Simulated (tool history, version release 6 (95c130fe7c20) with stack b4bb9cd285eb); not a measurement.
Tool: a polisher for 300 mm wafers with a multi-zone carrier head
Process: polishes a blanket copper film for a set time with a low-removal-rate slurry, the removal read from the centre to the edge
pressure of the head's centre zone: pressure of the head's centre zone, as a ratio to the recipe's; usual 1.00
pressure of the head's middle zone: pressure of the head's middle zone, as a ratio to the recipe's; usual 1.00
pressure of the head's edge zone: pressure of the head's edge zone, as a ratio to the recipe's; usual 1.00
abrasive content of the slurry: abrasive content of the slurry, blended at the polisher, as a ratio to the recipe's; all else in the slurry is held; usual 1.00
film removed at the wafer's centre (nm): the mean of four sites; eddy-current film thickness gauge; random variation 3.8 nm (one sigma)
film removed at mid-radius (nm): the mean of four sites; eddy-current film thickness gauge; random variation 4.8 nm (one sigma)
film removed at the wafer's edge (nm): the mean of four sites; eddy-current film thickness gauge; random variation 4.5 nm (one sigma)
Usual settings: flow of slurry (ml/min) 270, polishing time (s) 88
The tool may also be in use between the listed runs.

| run | hour | flow of slurry (ml/min) | pressure of the head's centre zone | pressure of the head's middle zone | pressure of the head's edge zone | abrasive content of the slurry | polishing time (s) | wafers since the last listed run | wafers polished on this pad | hours since the slurry nozzle was cleaned | hours since the centre zone pressure was calibrated | hours since the edge zone pressure was calibrated | hours since the carrier head's membrane was replaced | incoming thickness of the incoming film, nm | film removed at the wafer's centre (nm) | film removed at mid-radius (nm) | film removed at the wafer's edge (nm) |
|---|---|---|---|---|---|---|---|---|---|---|---|---|---|---|---|---|---|
| 1 | 0.0 | 270 | 1.00 | 1.00 | 1.00 | 1.00 | 88 | 0 | 1578 | 388.8 | 876.5 | 23.2 | 47.8 | 1538.4 | 355.2 | 344.3 | 347.2 |
|  | 9.8 | worn pad replaced by a new one, of another model than before |
| 2 | 16.2 | 270 | 1.00 | 1.00 | 1.00 | 1.00 | 88 | 138 | 72 | 405.0 | 892.7 | 39.4 | 64.0 | 1542.8 | 369.8 | 364.0 | 369.7 |
| 3 | 52.0 | 270 | 1.00 | 1.00 | 1.00 | 1.00 | 88 | 406 | 479 | 440.8 | 928.5 | 75.2 | 99.8 | 1532.4 | 356.5 | 361.7 | 362.7 |
|  | 56.9 | centre zone pressure recalibrated |
| 4 | 70.1 | 270 | 1.00 | 1.05 | 1.00 | 1.00 | 88 | 182 | 661 | 458.9 | 13.2 | 93.3 | 117.9 | 1517.9 | 358.2 | 363.6 | 354.6 |
| 5 | 94.0 | 270 | 1.12 | 1.00 | 1.00 | 1.00 | 88 | 271 | 932 | 482.8 | 37.1 | 117.2 | 141.8 | 1544.5 | 401.4 | 350.1 | 354.1 |
| 6 | 107.2 | 270 | 1.00 | 1.00 | 1.00 | 1.00 | 88 | 149 | 1082 | 496.0 | 50.3 | 130.4 | 155.0 | 1526.2 | 356.8 | 344.8 | 354.4 |
| 7 | 122.4 | 270 | 1.00 | 1.00 | 1.05 | 0.85 | 88 | 172 | 1254 | 511.2 | 65.5 | 145.6 | 170.2 | 1533.3 | 334.3 | 317.6 | 333.4 |
|  | 141.6 | slurry nozzle cleaned |
| 8 | 157.0 | 270 | 1.06 | 1.11 | 1.00 | 1.00 | 88 | 381 | 1635 | 15.4 | 100.1 | 180.2 | 204.8 | 1510.6 | 368.8 | 377.0 | 345.6 |
| 9 | 172.7 | 270 | 1.00 | 1.00 | 1.00 | 1.00 | 88 | 178 | 1814 | 31.1 | 115.8 | 195.9 | 220.5 | 1523.2 | 347.1 | 343.4 | 343.4 |
|  | 198.3 | worn pad replaced by a new one |
| 10 | 203.6 | 270 | 1.12 | 1.00 | 1.00 | 1.20 | 99 | 305 | 59 | 62.0 | 146.7 | 226.8 | 251.4 | 1516.7 | 500.1 | 435.2 | 446.8 |
| 11 | 218.6 | 270 | 1.00 | 1.00 | 1.00 | 1.00 | 88 | 170 | 229 | 77.0 | 161.7 | 241.8 | 266.4 | 1539.4 | 366.6 | 355.7 | 357.1 |
| 12 | 253.5 | 270 | 1.00 | 1.00 | 1.00 | 1.00 | 66 | 395 | 625 | 111.9 | 196.6 | 276.7 | 301.3 | 1498.1 | 265.9 | 266.9 | 268.9 |
| 13 | 276.6 | 270 | 1.00 | 1.00 | 1.00 | 1.00 | 88 | 262 | 887 | 135.0 | 219.7 | 299.8 | 324.4 | 1534.7 | 354.2 | 345.1 | 352.7 |
| 14 | 290.7 | 195 | 1.00 | 1.09 | 1.00 | 1.00 | 76 | 159 | 1047 | 149.1 | 233.8 | 313.9 | 338.5 | 1536.6 | 270.7 | 291.1 | 276.4 |
| 15 | 326.5 | 270 | 0.92 | 1.00 | 1.00 | 1.00 | 102 | 406 | 1453 | 184.9 | 269.6 | 349.7 | 374.3 | 1557.3 | 380.2 | 397.8 | 411.4 |
| 16 | 356.8 | 340 | 1.00 | 1.00 | 1.00 | 1.00 | 88 | 343 | 1797 | 215.2 | 299.9 | 380.0 | 404.6 | 1512.6 | 364.9 | 354.0 | 349.2 |
|  | 384.5 | worn pad replaced by a new one |
| 17 | 385.7 | 210 | 1.00 | 1.00 | 1.00 | 1.00 | 76 | 282 | 13 | 244.1 | 328.8 | 408.9 | 433.5 | 1513.4 | 295.2 | 300.6 | 299.8 |
| 18 | 414.8 | 185 | 1.08 | 1.00 | 1.00 | 1.00 | 88 | 330 | 344 | 273.2 | 357.9 | 438.0 | 462.6 | 1544.5 | 332.9 | 302.5 | 326.9 |
| 19 | 429.1 | 270 | 1.00 | 1.00 | 1.00 | 1.00 | 88 | 162 | 506 | 287.5 | 372.2 | 452.3 | 476.9 | 1535.1 | 362.0 | 361.5 | 353.6 |
| 20 | 443.3 | 270 | 1.10 | 1.00 | 1.00 | 1.00 | 63 | 161 | 667 | 301.7 | 386.4 | 466.5 | 491.1 | 1540.7 | 288.2 | 251.6 | 258.3 |
| 21 | 517.1 | 270 | 1.00 | 1.00 | 1.00 | 1.00 | 72 | 837 | 1504 | 375.5 | 460.2 | 540.3 | 564.9 | 1532.9 | 290.9 | 286.3 | 281.7 |

Hidden state at the last listed run before each entry between runs and at the first one after, where it differs:
Between runs 1 and 2: worn pad replaced by a new one, of another model than before (hour 9.8)
  removal rate lost through wear of the pad, %: 6.28 -> 1.46
  measured less the result without the state, film removed at the wafer's centre (nm): -23.8 -> -5.5; film removed at mid-radius (nm): -23.1 -> -5.4; film removed at the wafer's edge (nm): -23.3 -> -5.5
Between runs 3 and 4: centre zone pressure recalibrated (hour 56.9)
  removal rate lost through wear of the pad, %: 4.29 -> 5.17
  measured less the result without the state, film removed at the wafer's centre (nm): -15.9 -> -19.6; film removed at mid-radius (nm): -16.2 -> -19.8; film removed at the wafer's edge (nm): -16.3 -> -19.4
Between runs 7 and 8: slurry nozzle cleaned (hour 141.6)
  removal rate lost through wear of the pad, %: 6.59 -> 7.02
  measured less the result without the state, film removed at the wafer's centre (nm): -23.6 -> -27.9; film removed at mid-radius (nm): -22.5 -> -28.5; film removed at the wafer's edge (nm): -23.6 -> -26.1
Between runs 9 and 10: worn pad replaced by a new one (hour 198.3)
  removal rate lost through wear of the pad, %: 7.15 -> 0.93
  measured less the result without the state, film removed at the wafer's centre (nm): -26.7 -> -4.7; film removed at mid-radius (nm): -26.4 -> -4.1; film removed at the wafer's edge (nm): -26.5 -> -4.2
Between runs 16 and 17: worn pad replaced by a new one (hour 384.5)
  removal rate lost through wear of the pad, %: 6.71 -> 0.292
  measured less the result without the state, film removed at the wafer's centre (nm): -26.2 -> -0.9; film removed at mid-radius (nm): -25.5 -> -0.9; film removed at the wafer's edge (nm): -25.2 -> -0.9
